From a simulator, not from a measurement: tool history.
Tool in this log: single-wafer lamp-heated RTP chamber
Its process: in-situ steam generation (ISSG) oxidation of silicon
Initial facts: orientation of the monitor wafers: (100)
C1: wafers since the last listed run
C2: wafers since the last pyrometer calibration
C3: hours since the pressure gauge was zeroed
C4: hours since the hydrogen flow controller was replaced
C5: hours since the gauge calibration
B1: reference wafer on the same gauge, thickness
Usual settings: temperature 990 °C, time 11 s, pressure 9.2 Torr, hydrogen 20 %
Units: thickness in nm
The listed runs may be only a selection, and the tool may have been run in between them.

{"run": 1, "hour": 0.0, "temperature": 984, "time": 11, "pressure": 9.2, "hydrogen": 20, "C1": 0, "C2": 1565, "C3": 1652.8, "C4": 2760.3, "C5": 408.0, "B1": 3.518, "thickness": 3.604}
{"run": 2, "hour": 54.8, "temperature": 990, "time": 12, "pressure": 9.2, "hydrogen": 20, "C1": 760, "C2": 2326, "C3": 1707.6, "C4": 2815.1, "C5": 462.8, "B1": 3.52, "thickness": 3.821}
{"run": 3, "hour": 87.8, "temperature": 990, "time": 12, "pressure": 9.2, "hydrogen": 20, "C1": 458, "C2": 2784, "C3": 1740.6, "C4": 2848.1, "C5": 495.8, "B1": 3.519, "thickness": 3.849}
{"run": 4, "hour": 125.5, "temperature": 990, "time": 12, "pressure": 9.2, "hydrogen": 20, "C1": 523, "C2": 3307, "C3": 1778.3, "C4": 2885.8, "C5": 533.5, "B1": 3.517, "thickness": 3.853}
{"run": 5, "hour": 164.8, "temperature": 990, "time": 11, "pressure": 9.2, "hydrogen": 17, "C1": 545, "C2": 3853, "C3": 1817.6, "C4": 2925.1, "C5": 572.8, "B1": 3.526, "thickness": 3.583}
{"hour": 233.2, "done": "pyrometer window cleaned and pyrometer calibrated"}
{"run": 6, "hour": 235.9, "temperature": 990, "time": 11, "pressure": 9.2, "hydrogen": 17, "C1": 875, "C2": 36, "C3": 1888.7, "C4": 2996.2, "C5": 643.9, "B1": 3.522, "thickness": 3.49}
{"run": 7, "hour": 265.0, "temperature": 990, "time": 11, "pressure": 9.2, "hydrogen": 17, "C1": 403, "C2": 440, "C3": 1917.8, "C4": 3025.3, "C5": 673.0, "B1": 3.519, "thickness": 3.51}
{"run": 8, "hour": 310.8, "temperature": 990, "time": 11, "pressure": 9.2, "hydrogen": 20, "C1": 635, "C2": 1076, "C3": 1963.6, "C4": 3071.1, "C5": 718.8, "B1": 3.522, "thickness": 3.681}
{"run": 9, "hour": 355.9, "temperature": 990, "time": 11, "pressure": 9.2, "hydrogen": 20, "C1": 625, "C2": 1702, "C3": 2008.7, "C4": 3116.2, "C5": 763.9, "B1": 3.523, "thickness": 3.653}
{"run": 10, "hour": 414.8, "temperature": 990, "time": 11, "pressure": 9.2, "hydrogen": 20, "C1": 817, "C2": 2520, "C3": 2067.6, "C4": 3175.1, "C5": 822.8, "B1": 3.519, "thickness": 3.691}
{"hour": 424.5, "done": "hydrogen flow controller replaced"}
{"hour": 488.9, "done": "pressure gauge zeroed"}
{"run": 11, "hour": 489.4, "temperature": 979, "time": 11, "pressure": 9.2, "hydrogen": 20, "C1": 813, "C2": 3333, "C3": 0.5, "C4": 64.9, "C5": 897.4, "B1": 3.525, "thickness": 3.604}
{"run": 12, "hour": 531.8, "temperature": 979, "time": 11, "pressure": 9.2, "hydrogen": 20, "C1": 588, "C2": 3921, "C3": 42.9, "C4": 107.3, "C5": 939.8, "B1": 3.523, "thickness": 3.595}
{"hour": 580.4, "done": "pyrometer window cleaned and pyrometer calibrated"}
{"run": 13, "hour": 582.1, "temperature": 990, "time": 11, "pressure": 9.6, "hydrogen": 20, "C1": 587, "C2": 23, "C3": 93.2, "C4": 157.6, "C5": 990.1, "B1": 3.521, "thickness": 3.62}

Run 14, settings as shown, results not yet in. Your forecast:
{"run": 14, "hour": 677.6, "temperature": 990, "time": 11, "pressure": 9.2, "hydrogen": 13, "C1": 1325, "C2": 1348, "C3": 188.7, "C4": 253.1, "C5": 1085.6, "B1": "?", "thickness": "?"}

B1: 3.525
thickness: 3.329 nm
If the tool had no hidden condition, the same run with the same run-to-run variation would have returned thickness 3.300 nm.
